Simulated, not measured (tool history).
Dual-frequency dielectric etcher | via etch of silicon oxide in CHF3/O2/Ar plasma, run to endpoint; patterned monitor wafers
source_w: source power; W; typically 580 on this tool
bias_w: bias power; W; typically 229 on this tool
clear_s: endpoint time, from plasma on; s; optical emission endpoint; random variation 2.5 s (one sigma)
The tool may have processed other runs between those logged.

run	hour	source_w	bias_w	wafers since the last listed run	hours since the last wet clean	hours since the last source power generator calibration	hours since the last bias power generator calibration	hours since the last upper electrode change	incoming incoming film thickness, nm	clear_s
1	0	630	241	0	478	1628.8	301.9	4508.8	804.4	370
2	271	580	229	1015	749	1899.8	572.9	4779.8	809.1	386.3
# hour 345.7: wet clean of the chamber
3	346.2	580	229	191	0.5	1975	648.1	4855	814.5	405.1
4	434.9	580	229	332	89.2	2063.7	736.8	4943.7	814.1	404.3
5	475	580	210	150	129.3	2103.8	776.9	4983.8	809.3	408
6	576.9	580	210	381	231.2	2205.7	878.8	5085.7	806.4	401.3
7	639.8	580	211	235	294.1	2268.6	941.7	5148.6	815.3	404.2
8	711.5	580	211	268	365.8	2340.3	1013.4	5220.3	815.5	402.9
# hour 786.3: source power generator calibrated
# hour 796.1: upper electrode replaced
9	796.6	580	211	267	450.9	10.3	1098.5	0.5	807.2	393.7
10	873.7	580	229	288	528	87.4	1175.6	77.6	810.6	384.5
11	936.1	580	229	233	590.4	149.8	1238	140	812.5	388.3
12	1096.5	580	229	600	750.8	310.2	1398.4	300.4	806.3	379.7
# hour 1152.5: wet clean of the chamber
13	1181.1	510	229	226	28.6	394.8	1483	385	813.8	423
14	1224.3	540	180	161	71.8	438	1526.2	428.2	803	445.8
15	1309.6	690	183	319	157.1	523.3	1611.5	513.5	812.2	407.8
16	1378.5	580	229	258	226	592.2	1680.4	582.4	809.2	397.1
17	1427.2	710	247	182	274.7	640.9	1729.1	631.1	804.3	354.1
18	1518.3	580	229	341	365.8	732	1820.2	722.2	811.6	392.2
19	1570.7	580	229	196	418.2	784.4	1872.6	774.6	808.1	392.3
20	1674.7	580	229	389	522.2	888.4	1976.6	878.6	813.9	390.6
# hour 1753.5: bias power generator calibrated
21	1756.7	580	211	292	604.2	970.4	3.2	960.6	807.8	399.1
# hour 1823.2: wet clean of the chamber
22	1827.9	580	265	176	4.7	1041.6	74.4	1031.8	801.9	379
23	1886.7	680	274	220	63.5	1100.4	133.2	1090.6	816.2	354.6
24	1949.1	470	173	233	125.9	1162.8	195.6	1153	801.6	466.8
25	1991.9	480	253	160	168.7	1205.6	238.4	1195.8	804.1	405.5
26	2079.3	580	229	327	256.1	1293	325.8	1283.2	807.5	393
27	2140.5	580	229	229	317.3	1354.2	387	1344.4	810.9	393.2
28	2187.4	470	253	175	364.2	1401.1	433.9	1391.3	811.3	403.5
29	2288.8	520	196	379	465.6	1502.5	535.3	1492.7	808	425
30	2357.9	690	214	258	534.7	1571.6	604.4	1561.8	798.5	369.3
31	2458.8	650	249	377	635.6	1672.5	705.3	1662.7	807.7	356
32	2523.5	490	280	242	700.3	1737.2	770	1727.4	810.5	371.4
33	2600.8	710	271	289	777.6	1814.5	847.3	1804.7	804.3	327.6
34	2646.5	520	196	171	823.3	1860.2	893	1850.4	808.4	416.1

5 ways to go on from here, each from the tool as it stands after run 34. What would each give?
A	2647	640	229	1	823.8	1860.7	893.5	1850.9	804.3	?
B	2647	500	260	1	823.8	1860.7	893.5	1850.9	804.3	?
C	2647	440	229	1	823.8	1860.7	893.5	1850.9	804.3	?
D	2647	670	192	1	823.8	1860.7	893.5	1850.9	804.3	?
E	2647	680	184	1	823.8	1860.7	893.5	1850.9	804.3	?

run	clear_s
A	364.8
B	378.9
C	416.1
D	383.5
E	387.5
Stripped of hidden state, with their random variation kept, the same runs would have yielded:
run	clear_s
A	386.4
B	401.3
C	440.7
D	406.2
E	410.4

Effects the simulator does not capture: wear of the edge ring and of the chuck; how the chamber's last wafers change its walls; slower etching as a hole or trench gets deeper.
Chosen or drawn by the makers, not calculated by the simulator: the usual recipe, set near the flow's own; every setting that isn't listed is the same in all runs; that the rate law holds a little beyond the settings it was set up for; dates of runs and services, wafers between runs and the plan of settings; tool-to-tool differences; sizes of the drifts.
